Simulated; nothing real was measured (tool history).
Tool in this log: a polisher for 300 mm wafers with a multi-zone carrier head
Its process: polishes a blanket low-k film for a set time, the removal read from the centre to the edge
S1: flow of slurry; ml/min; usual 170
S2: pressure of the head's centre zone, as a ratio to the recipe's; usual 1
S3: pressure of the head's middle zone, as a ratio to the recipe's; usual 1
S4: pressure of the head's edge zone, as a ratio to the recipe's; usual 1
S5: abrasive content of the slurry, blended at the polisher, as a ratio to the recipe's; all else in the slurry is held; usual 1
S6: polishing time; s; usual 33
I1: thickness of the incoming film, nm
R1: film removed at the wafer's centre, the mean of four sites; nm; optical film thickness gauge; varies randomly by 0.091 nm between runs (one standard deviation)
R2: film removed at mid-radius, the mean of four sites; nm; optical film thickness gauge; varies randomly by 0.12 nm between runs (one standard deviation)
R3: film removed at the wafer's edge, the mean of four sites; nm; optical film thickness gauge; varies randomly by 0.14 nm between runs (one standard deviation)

run   hour   S1    S2    S3    S4    S5  S6     I1   R1   R2   R3
  1      0  170  1.05     1     1     1  33  371.9  8.9  8.9  8.8
      58.3  -- slurry nozzle cleaned
  2   78.7  170  0.94     1     1     1  26  371.2  5.9  7.1  6.9
     111.3  -- centre zone pressure recalibrated
     148.7  -- worn pad replaced by a new one
  3  170.6  170     1     1  0.88     1  33  371.4  9.3  9.5    9
       269  -- edge zone pressure recalibrated
  4  274.3  170     1  0.93     1   0.9  33  369.3  8.7  8.2  9.1
  5  352.1  170  0.94   0.9     1   1.1  33  375.1  8.5  8.6  9.5
  6  412.1  135  0.93     1  0.91  1.25  33  362.2  8.3  9.4  9.2
  7  470.3  170  0.91     1     1     1  33  373.1  7.6    9    9
  8  545.3  170     1     1     1  1.15  24  368.6  6.2  6.7  6.8
       582  -- centre zone pressure recalibrated
  9  600.2  140     1  0.91  0.92   0.9  33  369.5    8  7.6  7.9
     625.8  -- slurry nozzle cleaned
     656.8  -- worn pad replaced by a new one
 10  662.8  170     1     1     1     1  33  374.7  9.4  9.7  9.6
 11    701  120     1     1  1.04     1  23  369.3    6  6.3  6.4
 12    747  170     1     1  0.91     1  33  368.2    9  9.6  9.3
 13  800.2  170     1     1     1     1  33  363.3  8.9  9.2  9.4

Run 14, settings as shown, results not yet in. Your forecast:
     854.1  -- carrier head's membrane replaced by a new one
 14  873.5  170   1   1   1   1  33  367.8   ?   ?   ?

Run 14 gave R1 8.7 nm, R2 9.3 nm, R3 9.3 nm.
Minus the tool's unlogged condition, the same run would have read R1 9.6 nm, R2 9.8 nm, R3 9.7 nm.
